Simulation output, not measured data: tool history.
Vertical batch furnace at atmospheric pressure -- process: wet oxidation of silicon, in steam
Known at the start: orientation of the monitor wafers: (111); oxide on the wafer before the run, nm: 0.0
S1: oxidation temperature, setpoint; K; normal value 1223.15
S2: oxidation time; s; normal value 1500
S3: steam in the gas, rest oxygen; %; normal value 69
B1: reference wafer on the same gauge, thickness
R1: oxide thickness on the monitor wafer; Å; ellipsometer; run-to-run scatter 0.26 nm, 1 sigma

run 1 hour=0.0 | S1=1223.15 S2=1500 S3=69 | B1=131.94 | R1=1307.9
run 2 hour=32.7 | S1=1223.15 S2=1500 S3=69 | B1=131.95 | R1=1303.5
run 3 hour=48.6 | S1=1231.15 S2=1500 S3=69 | B1=131.96 | R1=1410.5
run 4 hour=78.6 | S1=1231.15 S2=1500 S3=69 | B1=132.01 | R1=1417.6
run 5 hour=100.8 | S1=1223.15 S2=1500 S3=69 | B1=132.08 | R1=1302.7
run 6 hour=118.9 | S1=1239.15 S2=1500 S3=63 | B1=132.05 | R1=1420.9
-- hour=144.5 thermocouples replaced and temperature profile calibrated
run 7 hour=146.9 | S1=1239.15 S2=1500 S3=63 | B1=132.01 | R1=1361.6
-- hour=170.9 steam generator serviced
run 8 hour=171.4 | S1=1239.15 S2=1500 S3=63 | B1=132.04 | R1=1427.0
run 9 hour=189.5 | S1=1233.15 S2=1290 S3=69 | B1=131.98 | R1=1282.6
run 10 hour=215.5 | S1=1216.15 S2=1500 S3=78 | B1=131.97 | R1=1346.7
run 11 hour=245.1 | S1=1223.15 S2=2040 S3=72 | B1=132.03 | R1=1724.3
run 12 hour=270.1 | S1=1223.15 S2=1500 S3=58 | B1=131.98 | R1=1137.3
run 13 hour=301.0 | S1=1212.15 S2=1110 S3=74 | B1=132.00 | R1=960.3
-- hour=312.2 gauge calibrated
run 14 hour=333.5 | S1=1204.15 S2=1890 S3=59 | B1=131.99 | R1=1141.6
run 15 hour=359.4 | S1=1223.15 S2=1140 S3=69 | B1=131.99 | R1=1044.3
run 16 hour=376.1 | S1=1213.15 S2=1740 S3=65 | B1=131.94 | R1=1272.0
run 17 hour=400.3 | S1=1215.15 S2=1170 S3=73 | B1=131.96 | R1=1027.6
run 18 hour=424.6 | S1=1223.15 S2=1500 S3=69 | B1=132.03 | R1=1305.6
run 19 hour=455.4 | S1=1223.15 S2=1140 S3=69 | B1=132.00 | R1=1040.8

Each row is a separate what-if for the run after 19, all from the same tool condition, not one after another. Results?
run A hour=459.7 | S1=1223.15 S2=1230 S3=69 | B1=? | R1=?
run B hour=459.7 | S1=1201.15 S2=1500 S3=65 | B1=? | R1=?
run C hour=459.7 | S1=1208.15 S2=1500 S3=69 | B1=? | R1=?

run=A B1=131.97 R1=1113.9
run=B B1=131.97 R1=988.9
run=C B1=131.97 R1=1121.2
What these runs would have given with no unlogged condition in the tool:
run=A R1=1117.5
run=B R1=992.5
run=C R1=1125.3
